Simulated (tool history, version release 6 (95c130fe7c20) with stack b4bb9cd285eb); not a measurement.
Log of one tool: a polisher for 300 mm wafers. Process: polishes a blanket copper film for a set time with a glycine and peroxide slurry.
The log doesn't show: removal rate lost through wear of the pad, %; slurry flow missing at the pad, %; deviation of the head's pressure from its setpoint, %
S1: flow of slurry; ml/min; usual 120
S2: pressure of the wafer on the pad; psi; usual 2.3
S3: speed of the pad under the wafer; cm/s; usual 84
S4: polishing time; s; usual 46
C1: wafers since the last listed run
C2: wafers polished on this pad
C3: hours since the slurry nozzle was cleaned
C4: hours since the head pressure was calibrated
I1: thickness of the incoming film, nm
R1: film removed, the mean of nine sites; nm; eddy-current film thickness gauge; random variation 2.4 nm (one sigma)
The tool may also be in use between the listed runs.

Run 1, hour 0.0: usual settings but S3 94 cm/s; C1 0; C2 1953; C3 556.9; C4 418.3; I1 1307.0. Result: R1 160.4 nm.
At hour 24.3: head pressure recalibrated.
Run 2, hour 47.4: usual settings; C1 550; C2 2504; C3 604.3; C4 23.1; I1 1298.7. Result: R1 148.3 nm.
Run 3, hour 118.6: usual settings; C1 863; C2 3368; C3 675.5; C4 94.3; I1 1288.9. Result: R1 150.0 nm.
At hour 141.5: slurry nozzle cleaned.
Run 4, hour 146.9: usual settings; C1 331; C2 3699; C3 5.4; C4 122.6; I1 1324.5. Result: R1 163.8 nm.
Run 5, hour 184.1: usual settings; C1 451; C2 4151; C3 42.6; C4 159.8; I1 1328.7. Result: R1 161.9 nm.
Run 6, hour 223.6: usual settings; C1 479; C2 4630; C3 82.1; C4 199.3; I1 1307.2. Result: R1 161.8 nm.
At hour 367.6: worn pad replaced by a new one.
Run 7, hour 437.3: usual settings but S1 140 ml/min; C1 2544; C2 846; C3 295.8; C4 413.0; I1 1314.4. Result: R1 163.1 nm.
Run 8, hour 491.9: usual settings but S3 78 cm/s; C1 662; C2 1508; C3 350.4; C4 467.6; I1 1301.1. Result: R1 147.4 nm.
Run 9, hour 533.7: usual settings but S3 78 cm/s; C1 507; C2 2016; C3 392.2; C4 509.4; I1 1287.4. Result: R1 148.0 nm.
At hour 560.1: head pressure recalibrated.
Run 10, hour 579.0: usual settings; C1 525; C2 2541; C3 437.5; C4 18.9; I1 1302.9. Result: R1 155.0 nm.
Run 11, hour 617.2: usual settings; C1 463; C2 3005; C3 475.7; C4 57.1; I1 1306.2. Result: R1 159.0 nm.
Run 12, hour 688.7: usual settings; C1 867; C2 3872; C3 547.2; C4 128.6; I1 1314.8. Result: R1 156.8 nm.
Run 13, hour 723.0: usual settings but S3 76 cm/s; C1 416; C2 4288; C3 581.5; C4 162.9; I1 1328.4. Result: R1 141.6 nm.
Run 14, hour 781.0: usual settings but S3 76 cm/s; C1 703; C2 4992; C3 639.5; C4 220.9; I1 1304.5. Result: R1 142.3 nm.
At hour 867.8: slurry nozzle cleaned.
At hour 926.8: worn pad replaced by a new one.
Run 15, hour 955.9: usual settings; C1 2061; C2 352; C3 88.1; C4 395.8; I1 1297.8. Result: R1 158.0 nm.
Run 16, hour 1010.0: usual settings; C1 656; C2 1009; C3 142.2; C4 449.9; I1 1285.0. Result: R1 159.4 nm.
At hour 1014.9: head pressure recalibrated.
Run 17, hour 1044.8: usual settings but S3 98 cm/s; C1 398; C2 1407; C3 177.0; C4 29.9; I1 1316.7. Result: R1 180.8 nm.
Run 18, hour 1237.0: usual settings but S1 95 ml/min, S2 1.7 psi, S3 62 cm/s, S4 58 s; C1 2332; C2 3739; C3 369.2; C4 222.1; I1 1313.5. Result: R1 126.4 nm.
Run 19, hour 1268.5: usual settings; C1 382; C2 4121; C3 400.7; C4 253.6; I1 1295.8. Result: R1 156.7 nm.
Run 20, hour 1316.2: usual settings but S2 2.7 psi, S3 72 cm/s, S4 41 s; C1 578; C2 4700; C3 448.4; C4 301.3; I1 1313.1. Result: R1 139.9 nm.
At hour 1433.8: worn pad replaced by a new one.
At hour 1495.2: head pressure recalibrated.
Run 21, hour 1501.5: usual settings but S2 2.1 psi, S3 102 cm/s; C1 2175; C2 797; C3 633.7; C4 6.3; I1 1304.7. Result: R1 165.6 nm.
Run 22, hour 1562.6: usual settings but S2 2.6 psi; C1 741; C2 1538; C3 694.8; C4 67.4; I1 1291.5. Result: R1 168.5 nm.
Run 23, hour 1605.4: usual settings but S2 1.6 psi; C1 519; C2 2057; C3 737.6; C4 110.2; I1 1282.4. Result: R1 115.6 nm.
Run 24, hour 1647.8: usual settings but S1 95 ml/min, S2 1.5 psi, S3 70 cm/s; C1 514; C2 2572; C3 780.0; C4 152.6; I1 1299.8. Result: R1 93.4 nm.
At hour 1705.6: slurry nozzle cleaned.
Run 25, hour 1799.8: usual settings; C1 1832; C2 4404; C3 94.2; C4 304.6; I1 1320.4. Result: R1 160.4 nm.
Run 26, hour 1848.8: usual settings but S3 66 cm/s; C1 594; C2 4999; C3 143.2; C4 353.6; I1 1308.7. Result: R1 134.0 nm.
At hour 1900.5: worn pad replaced by a new one.
Run 27, hour 1909.8: usual settings but S2 2.1 psi; C1 691; C2 113; C3 204.2; C4 414.6; I1 1314.3. Result: R1 146.1 nm.
At hour 1935.9: head pressure recalibrated.
Run 28, hour 1973.6: usual settings but S1 105 ml/min, S2 1.8 psi; C1 749; C2 863; C3 268.0; C4 37.7; I1 1295.7. Result: R1 127.2 nm.
Run 29, hour 2016.4: usual settings but S1 155 ml/min, S4 60 s; C1 519; C2 1382; C3 310.8; C4 80.5; I1 1331.0. Result: R1 214.3 nm.
Run 30, hour 2050.3: usual settings; C1 411; C2 1794; C3 344.7; C4 114.4; I1 1306.9. Result: R1 157.6 nm.
Run 31, hour 2121.1: usual settings; C1 859; C2 2653; C3 415.5; C4 185.2; I1 1325.7. Result: R1 156.4 nm.
Run 32, hour 2152.4: usual settings but S1 150 ml/min, S2 2.0 psi, S3 56 cm/s, S4 59 s; C1 379; C2 3032; C3 446.8; C4 216.5; I1 1291.3. Result: R1 140.1 nm.
Run 33, hour 2193.5: usual settings but S1 85 ml/min, S2 3.1 psi, S3 68 cm/s; C1 498; C2 3531; C3 487.9; C4 257.6; I1 1317.9. Result: R1 155.2 nm.
Run 34, hour 2220.9: usual settings but S1 155 ml/min, S4 53 s; C1 332; C2 3864; C3 515.3; C4 285.0; I1 1324.4. Result: R1 182.3 nm.
Run 35, hour 2289.2: usual settings but S1 95 ml/min, S2 2.5 psi, S3 72 cm/s, S4 53 s; C1 828; C2 4692; C3 583.6; C4 353.3; I1 1294.0. Result: R1 162.9 nm.
Run 36, hour 2315.2: usual settings but S1 90 ml/min, S2 2.9 psi; C1 315; C2 5008; C3 609.6; C4 379.3; I1 1303.8. Result: R1 173.7 nm.
Run 37, hour 2381.5: usual settings but S1 150 ml/min, S2 1.5 psi, S3 104 cm/s; C1 804; C2 5812; C3 675.9; C4 445.6; I1 1311.3. Result: R1 137.4 nm.

Forecast each of these 4 alternatives for the next run:
Run A, hour 2381.9: usual settings but S1 135 ml/min; C1 4; C2 5817; C3 676.3; C4 446.0; I1 1292.7. Result: R1 ?.
Run B, hour 2381.9: usual settings but S1 145 ml/min; C1 4; C2 5817; C3 676.3; C4 446.0; I1 1292.7. Result: R1 ?.
Run C, hour 2381.9: usual settings but S1 145 ml/min, S2 1.5 psi, S3 66 cm/s, S4 60 s; C1 4; C2 5817; C3 676.3; C4 446.0; I1 1292.7. Result: R1 ?.
Run D, hour 2381.9: usual settings but S1 100 ml/min, S3 58 cm/s, S4 61 s; C1 4; C2 5817; C3 676.3; C4 446.0; I1 1292.7. Result: R1 ?.

run     R1
  A  152.7
  B  154.6
  C  126.4
  D  146.1
Without the tool's hidden state the same runs would have given:
run     R1
  A  162.9
  B  164.5
  C  134.5
  D  157.9
